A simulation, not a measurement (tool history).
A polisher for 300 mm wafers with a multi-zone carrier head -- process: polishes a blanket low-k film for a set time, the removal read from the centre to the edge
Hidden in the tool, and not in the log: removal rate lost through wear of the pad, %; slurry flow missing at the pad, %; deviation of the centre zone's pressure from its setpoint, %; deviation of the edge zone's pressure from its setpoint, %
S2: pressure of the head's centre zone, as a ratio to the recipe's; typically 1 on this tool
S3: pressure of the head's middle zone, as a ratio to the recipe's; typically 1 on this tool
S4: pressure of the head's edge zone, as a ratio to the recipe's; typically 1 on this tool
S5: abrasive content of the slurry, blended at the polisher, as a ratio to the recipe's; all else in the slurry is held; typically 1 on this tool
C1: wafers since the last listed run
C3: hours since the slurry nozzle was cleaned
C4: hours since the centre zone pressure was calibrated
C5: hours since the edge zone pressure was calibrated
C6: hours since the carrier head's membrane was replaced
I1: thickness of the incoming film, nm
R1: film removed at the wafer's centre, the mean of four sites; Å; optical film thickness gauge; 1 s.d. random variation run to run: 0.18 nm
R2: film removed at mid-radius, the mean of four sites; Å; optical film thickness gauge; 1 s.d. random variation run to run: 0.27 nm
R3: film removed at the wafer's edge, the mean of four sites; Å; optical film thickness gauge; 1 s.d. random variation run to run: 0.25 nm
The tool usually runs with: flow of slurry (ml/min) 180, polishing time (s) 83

Run 1, day 0: usual settings; C1 0; wafers polished on this pad 1836; C3 460.6; C4 573.5; C5 94.1; C6 485.5; I1 422.7. Result: R1 287 Å, R2 285 Å, R3 287 Å.
Run 2, day 3.454: usual settings; C1 785; wafers polished on this pad 2621; C3 543.5; C4 656.4; C5 177; C6 568.4; I1 429.6. Result: R1 280 Å, R2 278 Å, R3 276 Å.
At day 4.388: carrier head's membrane replaced by a new one.
At day 4.779: slurry nozzle cleaned.
Run 3, day 6.496: usual settings; C1 634; wafers polished on this pad 3256; C3 41.2; C4 729.4; C5 250; C6 50.6; I1 438.4. Result: R1 276 Å, R2 270 Å, R3 273 Å.
Run 4, day 10.404: usual settings; C1 888; wafers polished on this pad 4144; C3 135; C4 823.2; C5 343.8; C6 144.4; I1 435.2. Result: R1 266 Å, R2 270 Å, R3 270 Å.
At day 11.867: worn pad replaced by a new one.
Run 5, day 14.258: usual settings; C1 838; wafers polished on this pad 543; C3 227.5; C4 915.7; C5 436.3; C6 236.9; I1 430.2. Result: R1 288 Å, R2 292 Å, R3 289 Å.
At day 15.496: edge zone pressure recalibrated.
Run 6, day 17.562: usual settings but flow of slurry (ml/min) 115, S2 1.11, S3 0.91, polishing time (s) 64; C1 732; wafers polished on this pad 1276; C3 306.8; C4 995; C5 49.6; C6 316.2; I1 434.9. Result: R1 219 Å, R2 192 Å, R3 210 Å.
Run 7, day 19.362: usual settings but flow of slurry (ml/min) 140, S3 0.96; C1 409; wafers polished on this pad 1685; C3 350; C4 1038.2; C5 92.8; C6 359.4; I1 429.8. Result: R1 274 Å, R2 269 Å, R3 277 Å.
Run 8, day 22.333: usual settings but flow of slurry (ml/min) 120, S3 1.12, S4 1.03, S5 1.15; C1 675; wafers polished on this pad 2360; C3 421.3; C4 1109.5; C5 164.1; C6 430.7; I1 425.4. Result: R1 275 Å, R2 298 Å, R3 290 Å.
At day 23.746: centre zone pressure recalibrated.
Run 9, day 24.638: usual settings but S2 1.05; C1 504; wafers polished on this pad 2865; C3 476.6; C4 21.4; C5 219.4; C6 486; I1 428.8. Result: R1 289 Å, R2 283 Å, R3 280 Å.
At day 26.958: carrier head's membrane replaced by a new one.
Run 10, day 27.371: usual settings; C1 574; wafers polished on this pad 3439; C3 542.2; C4 87; C5 285; C6 9.9; I1 428.9. Result: R1 270 Å, R2 270 Å, R3 276 Å.
Run 11, day 30.529: usual settings but flow of slurry (ml/min) 240, S3 1.05, S4 1.06; C1 718; wafers polished on this pad 4157; C3 618; C4 162.8; C5 360.8; C6 85.7; I1 427.6. Result: R1 278 Å, R2 280 Å, R3 281 Å.
At day 32.446: worn pad replaced by a new one.
At day 32.717: slurry nozzle cleaned.
Run 12, day 33.038: usual settings but flow of slurry (ml/min) 160, S3 0.93, S5 0.75; C1 522; wafers polished on this pad 125; C3 7.7; C4 223; C5 421; C6 145.9; I1 427.3. Result: R1 250 Å, R2 241 Å, R3 257 Å.
Run 13, day 35.796: usual settings but flow of slurry (ml/min) 135, S3 1.08; C1 627; wafers polished on this pad 752; C3 73.9; C4 289.2; C5 487.2; C6 212.1; I1 430.2. Result: R1 274 Å, R2 284 Å, R3 280 Å.
At day 37.079: edge zone pressure recalibrated.
Run 14, day 37.538: usual settings; C1 377; wafers polished on this pad 1129; C3 115.7; C4 331; C5 11; C6 253.9; I1 421.5. Result: R1 287 Å, R2 289 Å, R3 290 Å.
Run 15, day 39.104: usual settings; C1 356; wafers polished on this pad 1485; C3 153.3; C4 368.6; C5 48.6; C6 291.5; I1 432.2. Result: R1 289 Å, R2 289 Å, R3 287 Å.

Run 16 comes next. What will it give?
Run 16, day 40.625: usual settings but S5 1.15, polishing time (s) 68; C1 345; wafers polished on this pad 1831; C3 189.8; C4 405.1; C5 85.1; C6 328; I1 429.2. Result: R1 ?, R2 ?, R3 ?.

R1: 250 Å
R2: 246 Å
R3: 248 Å
Had the tool carried no hidden state, the very same run would have given R1 255 Å, R2 251 Å, R3 253 Å.
